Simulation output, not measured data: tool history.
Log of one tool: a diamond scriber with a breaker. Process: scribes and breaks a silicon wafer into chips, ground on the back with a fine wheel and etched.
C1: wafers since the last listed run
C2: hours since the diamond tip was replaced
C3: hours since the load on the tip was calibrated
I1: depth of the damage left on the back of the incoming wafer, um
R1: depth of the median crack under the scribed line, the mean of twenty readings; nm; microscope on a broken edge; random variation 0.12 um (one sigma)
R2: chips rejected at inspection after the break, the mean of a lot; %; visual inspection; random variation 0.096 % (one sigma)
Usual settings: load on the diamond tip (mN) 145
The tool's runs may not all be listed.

Run 1, day 0.000: usual settings; C1 0; C2 227.2; C3 334.4; I1 0.34. Result: R1 13920 nm, R2 1.98 %.
Run 2, day 1.975: usual settings; C1 95; C2 274.6; C3 381.8; I1 0.75. Result: R1 13970 nm, R2 2.45 %.
Run 3, day 4.688: usual settings; C1 130; C2 339.7; C3 446.9; I1 0.79. Result: R1 14190 nm, R2 2.38 %.
Run 4, day 8.617: usual settings; C1 189; C2 434.0; C3 541.2; I1 0.30. Result: R1 14180 nm, R2 2.33 %.
Run 5, day 12.804: usual settings but load on the diamond tip (mN) 163; C1 202; C2 534.5; C3 641.7; I1 0.70. Result: R1 14890 nm, R2 5.20 %.
At day 16.425: load on the tip recalibrated.
Run 6, day 16.538: usual settings but load on the diamond tip (mN) 163; C1 176; C2 624.1; C3 2.7; I1 0.72. Result: R1 14210 nm, R2 2.98 %.
At day 17.475: diamond tip replaced by a new one.
Run 7, day 18.912: usual settings but load on the diamond tip (mN) 163; C1 110; C2 34.5; C3 59.7; I1 0.80. Result: R1 14780 nm, R2 3.54 %.
Run 8, day 21.954: usual settings but load on the diamond tip (mN) 134; C1 146; C2 107.5; C3 132.7; I1 0.31. Result: R1 13510 nm, R2 1.53 %.
Run 9, day 28.225: usual settings but load on the diamond tip (mN) 134; C1 302; C2 258.0; C3 283.2; I1 0.46. Result: R1 13560 nm, R2 1.83 %.
Run 10, day 34.317: usual settings but load on the diamond tip (mN) 134; C1 293; C2 404.2; C3 429.4; I1 0.75. Result: R1 13740 nm, R2 1.81 %.
Run 11, day 38.225: usual settings but load on the diamond tip (mN) 180; C1 188; C2 498.0; C3 523.2; I1 0.61. Result: R1 16320 nm, R2 10.80 %.
At day 43.325: diamond tip replaced by a new one.
Run 12, day 45.188: usual settings but load on the diamond tip (mN) 180; C1 331; C2 44.7; C3 690.3; I1 0.39. Result: R1 16420 nm, R2 10.03 %.
At day 48.854: load on the tip recalibrated.
Run 13, day 49.358: usual settings but load on the diamond tip (mN) 180; C1 197; C2 144.8; C3 12.1; I1 0.44. Result: R1 14770 nm, R2 4.58 %.
Run 14, day 52.862: usual settings; C1 169; C2 228.9; C3 96.2; I1 0.34. Result: R1 13570 nm, R2 1.72 %.
Run 15, day 55.871: usual settings but load on the diamond tip (mN) 165; C1 145; C2 301.1; C3 168.4; I1 0.57. Result: R1 14990 nm, R2 4.27 %.
Run 16, day 60.188: usual settings; C1 208; C2 404.7; C3 272.0; I1 0.36. Result: R1 13940 nm, R2 2.27 %.
Run 17, day 64.317: usual settings; C1 199; C2 503.8; C3 371.1; I1 0.41. Result: R1 14050 nm, R2 2.21 %.
Run 18, day 66.221: usual settings; C1 91; C2 549.5; C3 416.8; I1 0.63. Result: R1 14210 nm, R2 2.50 %.
Run 19, day 70.338: usual settings; C1 198; C2 648.3; C3 515.6; I1 0.49. Result: R1 14170 nm, R2 2.43 %.
Run 20, day 74.808: usual settings but load on the diamond tip (mN) 122; C1 215; C2 755.6; C3 622.9; I1 0.71. Result: R1 12780 nm, R2 1.87 %.
At day 74.912: diamond tip replaced by a new one.
Run 21, day 76.650: usual settings; C1 84; C2 41.7; C3 667.1; I1 0.78. Result: R1 14130 nm, R2 2.69 %.
Run 22, day 78.292: usual settings; C1 79; C2 81.1; C3 706.5; I1 0.64. Result: R1 14130 nm, R2 2.56 %.
At day 81.304: load on the tip recalibrated.
Run 23, day 85.200: usual settings but load on the diamond tip (mN) 123; C1 329; C2 246.9; C3 93.5; I1 0.69. Result: R1 12340 nm, R2 2.53 %.
Run 24, day 88.204: usual settings but load on the diamond tip (mN) 163; C1 144; C2 319.0; C3 165.6; I1 0.49. Result: R1 14890 nm, R2 3.83 %.
Run 25, day 91.054: usual settings but load on the diamond tip (mN) 166; C1 137; C2 387.4; C3 234.0; I1 0.33. Result: R1 15010 nm, R2 5.05 %.
Run 26, day 95.208: usual settings but load on the diamond tip (mN) 185; C1 200; C2 487.1; C3 333.7; I1 0.67. Result: R1 16070 nm, R2 9.79 %.
Run 27, day 97.179: usual settings; C1 95; C2 534.4; C3 381.0; I1 0.80. Result: R1 13960 nm, R2 2.55 %.
Run 28, day 99.629: usual settings but load on the diamond tip (mN) 132; C1 118; C2 593.2; C3 439.8; I1 0.49. Result: R1 13540 nm, R2 1.57 %.
Run 29, day 102.508: usual settings but load on the diamond tip (mN) 172; C1 138; C2 662.3; C3 508.9; I1 0.68. Result: R1 15280 nm, R2 7.46 %.
At day 106.300: load on the tip recalibrated.
At day 106.483: diamond tip replaced by a new one.
Run 30, day 106.504: usual settings but load on the diamond tip (mN) 110; C1 184; C2 0.5; C3 4.9; I1 0.34. Result: R1 11410 nm, R2 5.60 %.
Run 31, day 110.012: usual settings; C1 169; C2 84.7; C3 89.1; I1 0.74. Result: R1 13710 nm, R2 1.84 %.
Run 32, day 111.604: usual settings; C1 76; C2 122.9; C3 127.3; I1 0.47. Result: R1 13800 nm, R2 1.97 %.
Run 33, day 113.979: usual settings but load on the diamond tip (mN) 130; C1 114; C2 179.9; C3 184.3; I1 0.71. Result: R1 13150 nm, R2 1.70 %.
Run 34, day 118.171: usual settings but load on the diamond tip (mN) 162; C1 202; C2 280.5; C3 284.9; I1 0.30. Result: R1 15350 nm, R2 4.64 %.
Run 35, day 121.571: usual settings but load on the diamond tip (mN) 180; C1 164; C2 362.1; C3 366.5; I1 0.64. Result: R1 15980 nm, R2 8.65 %.
Run 36, day 123.458: usual settings; C1 91; C2 407.4; C3 411.8; I1 0.53. Result: R1 14190 nm, R2 2.82 %.
At day 131.329: load on the tip recalibrated.
At day 131.592: diamond tip replaced by a new one.
Run 37, day 134.325: usual settings but load on the diamond tip (mN) 157; C1 516; C2 65.6; C3 71.9; I1 0.69. Result: R1 14130 nm, R2 2.88 %.
Run 38, day 137.621: usual settings; C1 159; C2 144.7; C3 151.0; I1 0.72. Result: R1 13810 nm, R2 2.12 %.
Run 39, day 139.254: usual settings but load on the diamond tip (mN) 156; C1 78; C2 183.9; C3 190.2; I1 0.44. Result: R1 14260 nm, R2 3.58 %.
Run 40, day 140.992: usual settings but load on the diamond tip (mN) 121; C1 83; C2 225.6; C3 231.9; I1 0.41. Result: R1 12640 nm, R2 1.94 %.

The tool's hidden state at each run:
share of the diamond tip's cutting effectiveness lost through wear, %: 0 in every run
H1: deviation of the load on the tip from its setpoint, %
run     H1
  1   9.67
  2   10.4
  3   11.1
  4   11.9
  5   12.4
  6   2.11
  7    5.5
  8   8.78
  9     13
 10   15.2
 11     16
 12   16.9
 13  -1.18
 14   3.35
 15   6.14
 16   8.89
 17   10.6
 18   11.2
 19   12.1
 20   12.7
 21   12.9
 22     13
 23   4.63
 24   7.44
 25   9.41
 26   11.4
 27   12.1
 28   12.8
 29   13.4
 30    1.4
 31   6.08
 32   7.71
 33   9.69
 34   12.2
 35   13.6
 36   14.2
 37   5.65
 38   8.98
 39   10.3
 40   11.4
